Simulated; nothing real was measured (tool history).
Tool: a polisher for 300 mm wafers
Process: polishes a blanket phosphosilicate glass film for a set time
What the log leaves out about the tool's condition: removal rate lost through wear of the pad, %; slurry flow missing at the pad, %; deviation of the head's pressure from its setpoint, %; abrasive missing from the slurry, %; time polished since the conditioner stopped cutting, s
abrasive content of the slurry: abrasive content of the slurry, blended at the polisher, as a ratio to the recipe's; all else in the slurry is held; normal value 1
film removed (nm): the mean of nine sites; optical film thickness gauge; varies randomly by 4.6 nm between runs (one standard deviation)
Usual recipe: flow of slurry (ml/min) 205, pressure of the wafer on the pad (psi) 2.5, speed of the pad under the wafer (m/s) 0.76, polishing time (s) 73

run   hour  flow of slurry (ml/min)  pressure of the wafer on the pad (psi)  speed of the pad under the wafer (m/s)  abrasive content of the slurry  polishing time (s)  wafers since the last listed run  wafers polished on this pad  hours since the slurry nozzle was cleaned  hours since the head pressure was calibrated  hours since the slurry blender was calibrated  hours since the conditioning disc was replaced  incoming thickness of the incoming film, nm  film removed (nm)
  1      0                      205                                     2.5                                    0.76                               1                  66                                 0                           29                                      386.6                                          94.8                                          244.4                                            83.7                                       2917.6              286.7
  2   55.5                      205                                     2.5                                    0.76                               1                  66                               409                          439                                      442.1                                         150.3                                          299.9                                           139.2                                       2893.9              278.8
     194.6  -- worn pad replaced by a new one
     195.6  -- slurry blender recalibrated
  3  208.5                      205                                     2.5                                    0.76                               1                  66                              1092                           95                                      595.1                                         303.3                                           12.9                                           292.2                                       2898.2              277.1
  4    263                      205                                     2.5                                    0.76                               1                  73                               402                          497                                      649.6                                         357.8                                           67.4                                           346.7                                       2891.3              303.7
  5  315.4                      155                                     2.5                                    0.76                               1                  73                               386                          884                                        702                                         410.2                                          119.8                                           399.1                                       2949.5              283.3
  6  367.4                      155                                     2.5                                    0.76                               1                  73                               383                         1268                                        754                                         462.2                                          171.8                                           451.1                                       2911.8              284.5
     378.9  -- worn pad replaced by a new one
       400  -- conditioning disc replaced and pad reconditioned
  7  407.3                      205                                     2.5                                    0.76                               1                  73                               250                          195                                      793.9                                         502.1                                          211.7                                             7.3                                       2904.3              303.2
     434.9  -- slurry nozzle cleaned
  8  492.9                      205                                     2.5                                    0.76                               1                  73                               624                          819                                         58                                         587.7                                          297.3                                            92.9                                       2895.3              298.3
     565.6  -- worn pad replaced by a new one
  9  576.7                      250                                     2.5                                     0.6                               1                  65                               589                           81                                      141.8                                         671.5                                          381.1                                           176.7                                       2894.2              231.3
     644.7  -- slurry blender recalibrated
 10  663.2                      205                                     2.5                                    0.76                               1                  73                               623                          705                                      228.3                                           758                                           18.5                                           263.2                                         2907              295.2

Estimate the outcome of run 11 from the log above:
     716.4  -- head pressure recalibrated
 11  723.7                      140                                     2.1                                    0.86                            0.85                  73                               431                         1137                                      288.8                                           7.3                                             79                                           323.7                                       2954.5                  ?

{"run 11": {"film removed (nm)": 262.3}}
Take away the tool's hidden state, keep the run-to-run variation as it was, and the same run would have given film removed (nm) 263.7.
